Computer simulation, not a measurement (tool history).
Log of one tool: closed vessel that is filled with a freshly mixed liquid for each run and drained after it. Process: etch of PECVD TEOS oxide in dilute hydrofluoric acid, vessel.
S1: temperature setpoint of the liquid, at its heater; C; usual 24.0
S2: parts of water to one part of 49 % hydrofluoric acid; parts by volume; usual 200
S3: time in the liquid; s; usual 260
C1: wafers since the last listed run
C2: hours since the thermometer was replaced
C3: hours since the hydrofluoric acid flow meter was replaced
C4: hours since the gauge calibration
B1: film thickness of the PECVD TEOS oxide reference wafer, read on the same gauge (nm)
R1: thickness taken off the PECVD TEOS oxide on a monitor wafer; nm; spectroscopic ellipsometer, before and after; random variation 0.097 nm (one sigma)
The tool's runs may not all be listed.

run,day,S1,S2,S3,C1,C2,C3,C4,B1,R1
1,0.000,24.0,200,260,0,741.6,650.2,1169.6,129.99,13.55
# day 0.483: thermometer replaced
2,1.208,24.0,200,260,2611,17.4,679.2,1198.6,130.00,13.02
3,4.129,24.0,200,260,6537,87.5,749.3,1268.7,130.05,12.90
4,6.804,24.0,200,260,5986,151.7,813.5,1332.9,129.95,13.35
5,8.708,24.0,200,260,4261,197.4,859.2,1378.6,130.03,13.21
# day 9.350: gauge calibrated
6,10.558,27.5,200,145,4140,241.8,903.6,29.0,130.06,8.34
7,12.429,27.5,200,145,4187,286.7,948.5,73.9,130.01,8.27
# day 16.521: hydrofluoric acid flow meter replaced
8,20.329,24.0,200,260,17587,476.3,91.4,263.5,129.99,13.51
9,22.279,24.0,175,260,4364,523.1,138.2,310.3,130.06,15.73
10,24.212,24.0,200,260,4326,569.5,184.6,356.7,130.04,13.30
# day 25.250: thermometer replaced
11,26.983,24.0,200,260,6108,41.6,251.1,423.2,130.00,13.08
12,28.846,24.0,200,260,4168,86.3,295.8,467.9,130.00,13.00
13,31.112,26.5,200,260,5072,140.7,350.2,522.3,130.01,14.34
14,33.783,24.0,200,260,5977,204.8,414.3,586.4,130.01,13.11
15,36.638,24.0,200,260,6387,273.3,482.8,654.9,130.04,13.11
16,39.450,26.5,280,200,6294,340.8,550.3,722.4,129.97,7.39
17,42.392,26.5,270,260,6583,411.4,620.9,793.0,129.97,10.00
18,43.862,27.5,270,315,3291,446.7,656.2,828.3,129.99,12.56
19,45.879,26.5,200,175,4513,495.1,704.6,876.7,130.01,9.70
20,48.667,27.5,290,170,6238,562.0,771.5,943.6,129.97,6.18
21,51.333,26.5,140,340,5968,626.0,835.5,1007.6,129.96,29.47
22,52.396,20.0,160,260,2377,651.5,861.0,1033.1,130.03,14.88
# day 52.696: thermometer replaced
23,54.725,27.5,280,260,5119,48.7,916.9,1089.0,130.01,9.57
24,56.504,24.0,200,260,3981,91.4,959.6,1131.7,129.94,13.05
25,59.050,20.5,145,260,5697,152.5,1020.7,1192.8,129.97,17.02
# day 60.258: hydrofluoric acid flow meter replaced
26,60.708,20.0,160,260,3618,192.3,10.8,1232.6,130.01,14.70
27,62.388,24.0,200,260,3758,232.6,51.1,1272.9,129.99,13.13
28,64.862,24.0,165,260,5539,292.0,110.5,1332.3,129.99,16.45
# day 70.758: gauge calibrated
29,72.567,24.0,200,260,17242,476.9,295.4,43.4,129.97,13.36
30,73.733,24.0,285,305,2611,504.9,323.4,71.4,129.96,10.18
31,75.850,27.5,125,175,4737,555.7,374.2,122.2,129.95,18.20
32,78.021,24.0,250,370,4858,607.8,426.3,174.3,129.97,14.60
33,79.896,21.5,235,140,4196,652.8,471.3,219.3,129.95,5.47
34,81.100,24.0,200,260,2695,681.7,500.2,248.2,129.99,13.57

Measured less the same run without the tool's hidden state. The same run-to-run variation is in both; the gauge's scatter may not be:
The hidden state here: liquid hotter than its thermometer reads (K); hydrofluoric acid flow above the setpoint (%); gauge reads high (%).
run,R1
1,+0.64
2,+0.03
3,+0.07
4,+0.13
5,+0.17
6,+0.13
7,+0.14
8,+0.41
9,+0.52
10,+0.47
11,+0.03
12,+0.08
13,+0.13
14,+0.17
15,+0.23
16,+0.14
17,+0.24
18,+0.32
19,+0.29
20,+0.20
21,+1.15
22,+0.64
23,+0.05
24,+0.12
25,+0.23
26,+0.24
27,+0.23
28,+0.35
29,+0.43
30,+0.32
31,+0.69
32,+0.56
33,+0.24
34,+0.60
